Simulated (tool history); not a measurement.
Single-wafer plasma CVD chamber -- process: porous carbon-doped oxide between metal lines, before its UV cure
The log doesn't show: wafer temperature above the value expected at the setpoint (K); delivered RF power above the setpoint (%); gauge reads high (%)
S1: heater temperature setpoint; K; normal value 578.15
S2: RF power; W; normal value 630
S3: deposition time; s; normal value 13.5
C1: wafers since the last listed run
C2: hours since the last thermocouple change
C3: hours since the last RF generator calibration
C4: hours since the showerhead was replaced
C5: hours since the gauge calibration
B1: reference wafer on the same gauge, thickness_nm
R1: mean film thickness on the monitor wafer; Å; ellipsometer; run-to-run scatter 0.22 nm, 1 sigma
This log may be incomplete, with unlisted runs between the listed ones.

run	hour	S1	S2	S3	C1	C2	C3	C4	C5	B1	R1
1	0.0	578.15	630	13.5	0	1587.8	568.6	2507.4	64.6	84.979	845.29
2	7.9	578.15	630	13.5	155	1595.7	576.5	2515.3	72.5	84.973	842.15
3	23.8	578.15	630	14.2	313	1611.6	592.4	2531.2	88.4	85.072	884.34
4	49.3	578.15	630	14.2	502	1637.1	617.9	2556.7	113.9	85.071	888.58
5	67.0	578.15	630	13.5	349	1654.8	635.6	2574.4	131.6	85.044	840.59
6	83.5	578.15	630	13.5	325	1671.3	652.1	2590.9	148.1	84.980	839.38
7	101.0	578.15	630	13.5	345	1688.8	669.6	2608.4	165.6	85.067	838.67
8	118.8	578.15	630	14.6	351	1706.6	687.4	2626.2	183.4	85.017	905.34
9	132.8	578.15	630	14.6	276	1720.6	701.4	2640.2	197.4	84.953	899.99
# hour 148.4: showerhead replaced
10	148.9	578.15	630	14.6	159	1736.7	717.5	0.5	213.5	85.031	905.14
# hour 149.0: gauge calibrated
11	197.8	578.15	630	14.5	964	1785.6	766.4	49.4	48.8	84.967	898.25
# hour 209.6: thermocouple changed; heater temperature recalibrated
12	210.1	578.15	630	14.5	84	0.5	778.7	61.7	61.1	85.006	894.47
13	212.3	573.15	580	13.5	43	2.7	780.9	63.9	63.3	84.958	837.55
14	221.9	573.15	580	13.5	189	12.3	790.5	73.5	72.9	85.046	839.52
# hour 236.8: RF generator calibrated
15	237.3	578.15	630	14.8	145	27.7	0.5	88.9	88.3	85.007	931.14
16	244.2	578.15	630	11.7	136	34.6	7.4	95.8	95.2	84.984	740.84
17	251.1	573.15	580	13.5	136	41.5	14.3	102.7	102.1	84.966	855.75
18	263.2	578.15	630	13.5	238	53.6	26.4	114.8	114.2	84.975	849.89
19	272.4	578.15	535	13.5	181	62.8	35.6	124.0	123.4	84.992	806.36
20	287.2	568.15	725	12.8	291	77.6	50.4	138.8	138.2	85.039	907.15
21	297.2	578.15	630	13.5	197	87.6	60.4	148.8	148.2	84.979	850.87
22	313.5	578.15	630	14.6	321	103.9	76.7	165.1	164.5	84.954	923.44
23	324.6	578.15	545	13.5	218	115.0	87.8	176.2	175.6	85.001	812.52
24	339.1	588.15	630	13.5	286	129.5	102.3	190.7	190.1	84.951	805.01
# hour 345.2: gauge calibrated
25	345.2	578.15	630	13.5	120	135.6	108.4	196.8	0.0	84.997	852.14
26	355.3	590.15	720	11.2	199	145.7	118.5	206.9	10.1	84.979	695.26

What will run 27 give?
27	370.3	568.15	630	13.5	295	160.7	133.5	221.9	25.1	?	?

{"run 27": {"B1": 85.066, "R1": 901.58}}
Take away the tool's hidden state, keep the run-to-run variation as it was, and the same run would have given R1 908.40 Å.

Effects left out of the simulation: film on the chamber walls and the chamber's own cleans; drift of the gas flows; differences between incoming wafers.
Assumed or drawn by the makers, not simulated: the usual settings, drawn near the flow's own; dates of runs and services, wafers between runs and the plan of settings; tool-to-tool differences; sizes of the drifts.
